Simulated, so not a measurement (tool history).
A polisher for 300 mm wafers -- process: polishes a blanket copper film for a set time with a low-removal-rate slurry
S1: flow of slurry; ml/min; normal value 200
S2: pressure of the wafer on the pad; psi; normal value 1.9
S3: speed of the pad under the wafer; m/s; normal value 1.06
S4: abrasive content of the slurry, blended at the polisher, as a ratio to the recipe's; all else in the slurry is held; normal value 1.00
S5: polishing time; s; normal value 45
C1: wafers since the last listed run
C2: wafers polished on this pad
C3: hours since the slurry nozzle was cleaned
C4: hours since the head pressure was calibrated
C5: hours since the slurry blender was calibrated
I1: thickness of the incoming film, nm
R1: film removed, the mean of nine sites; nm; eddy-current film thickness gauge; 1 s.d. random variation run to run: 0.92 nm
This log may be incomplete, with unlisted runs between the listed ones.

Run 1, hour 0.0: usual settings but S4 1.10, S5 53 s; C1 0; C2 1528; C3 195.0; C4 742.9; C5 441.5; I1 789.8. Result: R1 98.5 nm.
At hour 25.0: slurry blender recalibrated.
Run 2, hour 78.9: usual settings but S1 160 ml/min; C1 1149; C2 2677; C3 273.9; C4 821.8; C5 53.9; I1 797.4. Result: R1 74.6 nm.
Run 3, hour 112.7: usual settings but S1 160 ml/min; C1 505; C2 3183; C3 307.7; C4 855.6; C5 87.7; I1 792.1. Result: R1 75.0 nm.
At hour 129.2: worn pad replaced by a new one.
Run 4, hour 132.6: usual settings but S1 175 ml/min, S5 56 s; C1 237; C2 50; C3 327.6; C4 875.5; C5 107.6; I1 786.3. Result: R1 95.8 nm.
Run 5, hour 160.3: usual settings but S1 175 ml/min, S5 56 s; C1 414; C2 464; C3 355.3; C4 903.2; C5 135.3; I1 802.7. Result: R1 97.0 nm.
At hour 176.8: head pressure recalibrated.
Run 6, hour 191.9: usual settings; C1 442; C2 907; C3 386.9; C4 15.1; C5 166.9; I1 800.3. Result: R1 77.8 nm.
Run 7, hour 226.2: usual settings; C1 512; C2 1419; C3 421.2; C4 49.4; C5 201.2; I1 789.3. Result: R1 77.4 nm.
Run 8, hour 253.2: usual settings but S1 170 ml/min, S5 49 s; C1 403; C2 1823; C3 448.2; C4 76.4; C5 228.2; I1 801.2. Result: R1 82.5 nm.
Run 9, hour 267.2: usual settings but S1 265 ml/min, S2 2.1 psi, S4 0.90, S5 37 s; C1 209; C2 2032; C3 462.2; C4 90.4; C5 242.2; I1 785.0. Result: R1 72.7 nm.
Run 10, hour 280.1: usual settings but S1 265 ml/min, S3 1.30 m/s, S4 1.25; C1 192; C2 2225; C3 475.1; C4 103.3; C5 255.1; I1 784.4. Result: R1 106.0 nm.
Run 11, hour 302.0: usual settings but S1 170 ml/min, S3 0.74 m/s, S4 1.10, S5 58 s; C1 327; C2 2552; C3 497.0; C4 125.2; C5 277.0; I1 802.8. Result: R1 68.1 nm.
Run 12, hour 332.9: usual settings but S1 180 ml/min, S3 1.20 m/s, S4 0.85; C1 461; C2 3014; C3 527.9; C4 156.1; C5 307.9; I1 796.5. Result: R1 81.7 nm.
At hour 354.3: worn pad replaced by a new one.
Run 13, hour 356.4: usual settings; C1 291; C2 32; C3 551.4; C4 179.6; C5 331.4; I1 800.3. Result: R1 76.9 nm.
Run 14, hour 381.8: usual settings but S4 1.10, S5 53 s; C1 379; C2 411; C3 576.8; C4 205.0; C5 356.8; I1 785.1. Result: R1 94.3 nm.
Run 15, hour 394.3: usual settings but S1 245 ml/min; C1 186; C2 598; C3 589.3; C4 217.5; C5 369.3; I1 789.3. Result: R1 80.9 nm.
Run 16, hour 410.8: usual settings but S1 165 ml/min, S2 2.2 psi, S3 0.70 m/s, S4 0.80; C1 246; C2 845; C3 605.8; C4 234.0; C5 385.8; I1 783.2. Result: R1 52.9 nm.
At hour 423.9: slurry nozzle cleaned.
Run 17, hour 435.4: usual settings but S2 1.2 psi; C1 352; C2 1197; C3 11.5; C4 258.6; C5 410.4; I1 784.9. Result: R1 55.6 nm.
Run 18, hour 473.1: usual settings but S2 1.5 psi, S5 50 s; C1 563; C2 1761; C3 49.2; C4 296.3; C5 448.1; I1 788.0. Result: R1 74.5 nm.
At hour 476.4: slurry blender recalibrated.
Run 19, hour 503.0: usual settings but S2 2.3 psi, S3 0.96 m/s; C1 417; C2 2178; C3 79.1; C4 326.2; C5 26.6; I1 798.1. Result: R1 88.4 nm.
Run 20, hour 535.2: usual settings but S2 1.5 psi, S3 0.68 m/s, S5 57 s; C1 481; C2 2659; C3 111.3; C4 358.4; C5 58.8; I1 781.4. Result: R1 52.9 nm.
Run 21, hour 582.0: usual settings; C1 699; C2 3359; C3 158.1; C4 405.2; C5 105.6; I1 776.2. Result: R1 81.6 nm.
Run 22, hour 609.5: usual settings; C1 411; C2 3770; C3 185.6; C4 432.7; C5 133.1; I1 798.6. Result: R1 78.7 nm.
Run 23, hour 624.2: usual settings but S3 1.44 m/s, S4 0.80; C1 219; C2 3989; C3 200.3; C4 447.4; C5 147.8; I1 794.4. Result: R1 99.3 nm.
At hour 651.5: worn pad replaced by a new one.
Run 24, hour 652.0: usual settings but S2 1.5 psi, S3 0.68 m/s, S5 57 s; C1 355; C2 7; C3 228.1; C4 475.2; C5 175.6; I1 790.8. Result: R1 51.7 nm.
Run 25, hour 680.9: usual settings; C1 431; C2 439; C3 257.0; C4 504.1; C5 204.5; I1 795.3. Result: R1 78.8 nm.
Run 26, hour 708.9: usual settings but S1 135 ml/min, S4 1.15, S5 32 s; C1 418; C2 857; C3 285.0; C4 532.1; C5 232.5; I1 790.9. Result: R1 53.7 nm.
Run 27, hour 736.8: usual settings but S1 155 ml/min; C1 417; C2 1274; C3 312.9; C4 560.0; C5 260.4; I1 797.9. Result: R1 75.9 nm.
Run 28, hour 749.2: usual settings but S1 135 ml/min; C1 185; C2 1460; C3 325.3; C4 572.4; C5 272.8; I1 791.4. Result: R1 73.0 nm.
Run 29, hour 772.2: usual settings; C1 343; C2 1803; C3 348.3; C4 595.4; C5 295.8; I1 788.9. Result: R1 77.9 nm.

Hidden state at the last listed run before each entry between runs and at the first one after, where it differs:
After run 1, before run 2: slurry blender recalibrated (hour 25.0)
  slurry flow missing at the pad, %: 30 -> 35.1
  measured minus no-state result, R1: -5.0 -> -5.8 nm
After run 3, before run 4: worn pad replaced by a new one (hour 129.2)
  slurry flow missing at the pad, %: 36.7 -> 37.5
  measured minus no-state result, R1: -6.2 -> -7.6 nm
After run 5, before run 6: head pressure recalibrated (hour 176.8)
  slurry flow missing at the pad, %: 38.5 -> 39.5
  measured minus no-state result, R1: -7.9 -> -6.0 nm
After run 12, before run 13: worn pad replaced by a new one (hour 354.3)
  slurry flow missing at the pad, %: 42.3 -> 42.6
  measured minus no-state result, R1: -7.6 -> -6.7 nm
After run 16, before run 17: slurry nozzle cleaned (hour 423.9)
  slurry flow missing at the pad, %: 43.1 -> 6.57
  measured minus no-state result, R1: -5.5 -> -0.4 nm
After run 18, before run 19: slurry blender recalibrated (hour 476.4)
  slurry flow missing at the pad, %: 13.8 -> 18.6
  measured minus no-state result, R1: -1.4 -> -2.4 nm
After run 23, before run 24: worn pad replaced by a new one (hour 651.5)
  slurry flow missing at the pad, %: 31.8 -> 33.8
  measured minus no-state result, R1: -5.5 -> -3.1 nm
